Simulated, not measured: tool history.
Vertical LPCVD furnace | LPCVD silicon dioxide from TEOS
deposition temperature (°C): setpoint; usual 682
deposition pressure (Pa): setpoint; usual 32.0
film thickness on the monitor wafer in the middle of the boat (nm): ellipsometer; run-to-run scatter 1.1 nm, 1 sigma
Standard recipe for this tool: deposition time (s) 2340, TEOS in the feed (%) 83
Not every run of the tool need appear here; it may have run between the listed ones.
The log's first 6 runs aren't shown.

run,day,deposition temperature (°C),deposition pressure (Pa),deposition time (s),TEOS in the feed (%),wafers since the last listed run,hours since the last temperature calibration,hours since the pressure gauge was zeroed,hours since the TEOS flow controller was replaced,hours since the gauge calibration,"read-back reference wafer on the same gauge, thickness",film thickness on the monitor wafer in the middle of the boat (nm)
# day 17.171: TEOS flow controller replaced
7,17.192,682,32.0,2340,96,433,4158.2,3242.5,0.5,1101.2,222.27,213.52
8,19.521,682,32.0,2340,96,1036,4214.1,3298.4,56.4,1157.1,222.09,213.41
9,20.638,682,32.0,2340,96,496,4240.9,3325.2,83.2,1183.9,221.91,215.24
10,22.704,682,32.0,2340,83,919,4290.5,3374.8,132.8,1233.5,222.01,198.78
11,23.912,682,32.0,2340,70,537,4319.5,3403.8,161.8,1262.5,221.92,184.11
# day 25.508: thermocouples replaced and temperature profile calibrated
12,28.171,682,32.0,2340,70,1449,63.9,3506.0,264.0,1364.7,222.18,193.17
13,29.612,682,32.0,2340,70,641,98.5,3540.6,298.6,1399.3,222.07,194.61
14,31.258,682,30.0,2340,83,732,138.0,3580.1,338.1,1438.8,221.92,204.61
# day 32.979: gauge calibrated
15,33.183,682,32.0,2340,96,856,184.2,3626.3,384.3,4.9,222.09,227.14
16,36.117,682,32.0,2340,83,1305,254.6,3696.7,454.7,75.3,222.15,209.11
# day 38.338: pressure gauge zeroed
# day 39.112: thermocouples replaced and temperature profile calibrated, repeated, since the last time left the tool worse
17,39.133,682,36.0,3090,83,554,0.5,19.1,527.1,147.7,222.05,264.07
18,39.317,682,28.7,2340,83,81,4.9,23.5,531.5,152.1,222.03,176.87
19,47.317,682,32.0,2340,96,3559,196.9,215.5,723.5,344.1,222.04,201.02
20,49.325,691,39.3,1590,73,893,245.1,263.7,771.7,392.3,221.72,162.88
21,50.362,690,28.0,2820,91,461,270.0,288.6,796.6,417.2,221.88,267.24
22,52.950,682,32.0,1440,83,1151,332.1,350.7,858.7,479.3,222.01,115.97
23,54.562,682,32.0,2340,83,717,370.8,389.4,897.4,518.0,221.97,187.65
24,55.750,682,32.0,1500,89,528,399.3,417.9,925.9,546.5,222.18,123.78
25,57.588,682,35.3,2340,71,817,443.4,462.0,970.0,590.6,221.99,182.81
26,58.933,682,32.0,2340,83,598,475.7,494.3,1002.3,622.9,221.86,185.49
27,60.879,682,32.0,2340,83,865,522.4,541.0,1049.0,669.6,222.28,186.93
28,63.358,682,32.0,2340,97,1103,581.9,600.5,1108.5,729.1,222.08,204.22
29,64.433,682,32.0,2340,83,478,607.7,626.3,1134.3,754.9,222.04,188.43
30,65.992,682,32.0,2340,90,693,645.1,663.7,1171.7,792.3,222.00,196.18
31,68.233,679,32.0,2340,83,997,698.9,717.5,1225.5,846.1,221.95,174.68

Here are 4 independent what-if runs from the current tool condition. What would each one return?
A,68.425,682,32.0,2340,83,85,703.5,722.1,1230.1,850.7,?,?
B,68.425,670,26.7,1500,89,85,703.5,722.1,1230.1,850.7,?,?
C,68.425,687,29.3,2340,95,85,703.5,722.1,1230.1,850.7,?,?
D,68.425,682,32.0,2340,77,85,703.5,722.1,1230.1,850.7,?,?

run,"read-back reference wafer on the same gauge, thickness",film thickness on the monitor wafer in the middle of the boat (nm)
A,221.90,189.87
B,221.90,85.81
C,221.90,219.29
D,221.90,182.88
The same runs, with their run-to-run variation unchanged, on a tool lacking any hidden condition would have given:
run,film thickness on the monitor wafer in the middle of the boat (nm)
A,187.78
B,84.84
C,216.89
D,180.86

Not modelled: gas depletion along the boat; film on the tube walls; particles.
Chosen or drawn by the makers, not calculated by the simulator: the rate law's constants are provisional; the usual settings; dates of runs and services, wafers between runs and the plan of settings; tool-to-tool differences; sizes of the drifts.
